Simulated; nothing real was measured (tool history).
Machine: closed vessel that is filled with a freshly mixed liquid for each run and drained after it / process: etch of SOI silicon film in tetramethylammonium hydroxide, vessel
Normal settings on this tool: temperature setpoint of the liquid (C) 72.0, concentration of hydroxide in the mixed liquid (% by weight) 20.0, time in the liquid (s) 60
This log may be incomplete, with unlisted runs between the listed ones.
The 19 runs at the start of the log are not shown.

run	hour	temperature setpoint of the liquid (C)	concentration of hydroxide in the mixed liquid (% by weight)	time in the liquid (s)	read-back film thickness of the SOI silicon film reference wafer, read on the same gauge (nm)	thickness taken off the SOI silicon film on a monitor wafer (Å)
20	1008.6	69.5	20.0	40	79.99	2105.7
21	1076.1	77.0	17.0	70	79.98	6146.9
22	1120.2	66.5	18.5	60	80.00	2733.3
23	1162.4	72.0	20.0	60	80.03	3664.4
24	1210.9	64.0	24.0	60	80.02	2137.7
25	1241.7	72.0	20.0	60	80.00	3697.4
# hour 1256.6: hydroxide flow meter replaced
26	1283.1	72.0	22.0	95	80.00	5267.0
27	1319.0	69.0	22.5	50	80.02	2285.0
28	1388.9	77.5	25.0	60	80.02	3929.3
29	1435.0	72.0	20.0	60	80.01	3510.1
30	1504.2	72.0	20.0	60	79.98	3494.2
31	1572.0	72.0	15.0	90	79.99	5934.2
32	1625.1	72.0	20.0	60	80.00	3624.4
# hour 1641.0: thermometer replaced
33	1660.2	65.5	20.0	60	80.00	2416.5
34	1727.4	68.0	22.5	60	79.99	2720.1
35	1786.4	75.5	16.0	90	80.00	7179.7

Alternative continuations, all from the tool just after run 35; predict every row:
A	1787.1	72.0	20.0	60	?	?
B	1787.1	77.0	22.5	60	?	?
C	1787.1	72.0	24.0	60	?	?

run	read-back film thickness of the SOI silicon film reference wafer, read on the same gauge (nm)	thickness taken off the SOI silicon film on a monitor wafer (Å)
A	80.01	3557.5
B	80.01	4480.4
C	80.01	3207.7
Had the tool no hidden state, the same runs would have come out as:
run	thickness taken off the SOI silicon film on a monitor wafer (Å)
A	3460.1
B	4283.7
C	2981.0
